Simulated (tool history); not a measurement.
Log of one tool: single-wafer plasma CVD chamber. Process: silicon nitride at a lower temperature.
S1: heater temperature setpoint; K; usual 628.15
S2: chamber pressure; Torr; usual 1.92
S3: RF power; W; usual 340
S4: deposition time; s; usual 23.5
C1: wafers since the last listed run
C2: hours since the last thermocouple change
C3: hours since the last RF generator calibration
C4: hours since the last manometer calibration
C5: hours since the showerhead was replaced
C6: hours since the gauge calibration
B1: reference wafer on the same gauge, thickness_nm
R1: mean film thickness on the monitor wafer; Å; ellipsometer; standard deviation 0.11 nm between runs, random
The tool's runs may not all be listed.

run 1 hour=0 | S1=628.15 S2=1.92 S3=340 S4=23.5 | C1=0 C2=73.3 C3=739.8 C4=65.1 C5=5593.3 C6=423.9 | B1=36.552 | R1=313.17
run 2 hour=68.8 | S1=628.15 S2=1.92 S3=340 S4=26.2 | C1=1799 C2=142.1 C3=808.6 C4=133.9 C5=5662.1 C6=492.7 | B1=36.63 | R1=347.65
run 3 hour=172.2 | S1=628.15 S2=1.92 S3=340 S4=22 | C1=2704 C2=245.5 C3=912 C4=237.3 C5=5765.5 C6=596.1 | B1=36.609 | R1=293.88
run 4 hour=241 | S1=628.15 S2=1.92 S3=340 S4=22 | C1=1799 C2=314.3 C3=980.8 C4=306.1 C5=5834.3 C6=664.9 | B1=36.557 | R1=292.46
run 5 hour=305 | S1=628.15 S2=1.64 S3=340 S4=23.5 | C1=1673 C2=378.3 C3=1044.8 C4=370.1 C5=5898.3 C6=728.9 | B1=36.609 | R1=302.11
run 6 hour=368.5 | S1=640.15 S2=2.39 S3=320 S4=19.9 | C1=1660 C2=441.8 C3=1108.3 C4=433.6 C5=5961.8 C6=792.4 | B1=36.605 | R1=267.7
run 7 hour=438.5 | S1=633.15 S2=1.92 S3=400 S4=23.5 | C1=1830 C2=511.8 C3=1178.3 C4=503.6 C5=6031.8 C6=862.4 | B1=36.604 | R1=343.15
run 8 hour=526 | S1=628.15 S2=2.08 S3=340 S4=23.5 | C1=2288 C2=599.3 C3=1265.8 C4=591.1 C5=6119.3 C6=949.9 | B1=36.578 | R1=318.16
run 9 hour=623.1 | S1=638.15 S2=2.26 S3=275 S4=23.5 | C1=2539 C2=696.4 C3=1362.9 C4=688.2 C5=6216.4 C6=1047 | B1=36.631 | R1=283.14
-- hour=700.6 RF generator calibrated
run 10 hour=701.1 | S1=628.15 S2=1.46 S3=310 S4=23.5 | C1=1830 C2=774.4 C3=0.5 C4=766.2 C5=6294.4 C6=1125 | B1=36.58 | R1=282.11
run 11 hour=784.5 | S1=628.15 S2=2.35 S3=365 S4=21.5 | C1=2181 C2=857.8 C3=83.9 C4=849.6 C5=6377.8 C6=1208.4 | B1=36.59 | R1=316.3
run 12 hour=869.5 | S1=628.15 S2=2.35 S3=340 S4=20.4 | C1=2223 C2=942.8 C3=168.9 C4=934.6 C5=6462.8 C6=1293.4 | B1=36.593 | R1=286.64
-- hour=897.4 showerhead replaced
run 13 hour=936.7 | S1=628.15 S2=1.92 S3=315 S4=25.8 | C1=1548 C2=1010 C3=236.1 C4=1001.8 C5=39.3 C6=1360.6 | B1=36.615 | R1=332.49
-- hour=954.6 thermocouple changed; heater temperature recalibrated
run 14 hour=994.1 | S1=638.15 S2=1.92 S3=340 S4=23.5 | C1=1291 C2=39.5 C3=293.5 C4=1059.2 C5=96.7 C6=1418 | B1=36.583 | R1=315.42
run 15 hour=1089.8 | S1=628.15 S2=1.92 S3=340 S4=23.5 | C1=2502 C2=135.2 C3=389.2 C4=1154.9 C5=192.4 C6=1513.7 | B1=36.589 | R1=315.63
run 16 hour=1176.3 | S1=628.15 S2=1.52 S3=290 S4=25.2 | C1=2262 C2=221.7 C3=475.7 C4=1241.4 C5=278.9 C6=1600.2 | B1=36.596 | R1=290.55
run 17 hour=1248.6 | S1=628.15 S2=1.92 S3=340 S4=23.5 | C1=1890 C2=294 C3=548 C4=1313.7 C5=351.2 C6=1672.5 | B1=36.587 | R1=314.89
run 18 hour=1321.4 | S1=628.15 S2=1.92 S3=340 S4=23.5 | C1=1903 C2=366.8 C3=620.8 C4=1386.5 C5=424 C6=1745.3 | B1=36.61 | R1=314.59
run 19 hour=1397.9 | S1=628.15 S2=1.92 S3=340 S4=23.5 | C1=2000 C2=443.3 C3=697.3 C4=1463 C5=500.5 C6=1821.8 | B1=36.542 | R1=315.03
run 20 hour=1434.3 | S1=619.15 S2=1.92 S3=340 S4=26.7 | C1=951 C2=479.7 C3=733.7 C4=1499.4 C5=536.9 C6=1858.2 | B1=36.583 | R1=360.03
run 21 hour=1470.9 | S1=628.15 S2=1.92 S3=340 S4=27.5 | C1=957 C2=516.3 C3=770.3 C4=1536 C5=573.5 C6=1894.8 | B1=36.569 | R1=367.55
run 22 hour=1531.6 | S1=628.15 S2=2.09 S3=340 S4=25.5 | C1=1587 C2=577 C3=831 C4=1596.7 C5=634.2 C6=1955.5 | B1=36.636 | R1=350.69

Run 23, settings as shown, results not yet in. Your forecast:
run 23 hour=1612.7 | S1=628.15 S2=1.92 S3=340 S4=23.5 | C1=2121 C2=658.1 C3=912.1 C4=1677.8 C5=715.3 C6=2036.6 | B1=? | R1=?

B1: 36.576
R1: 315 Å
Minus the tool's unlogged condition, the same run would have read R1 318.17 Å.
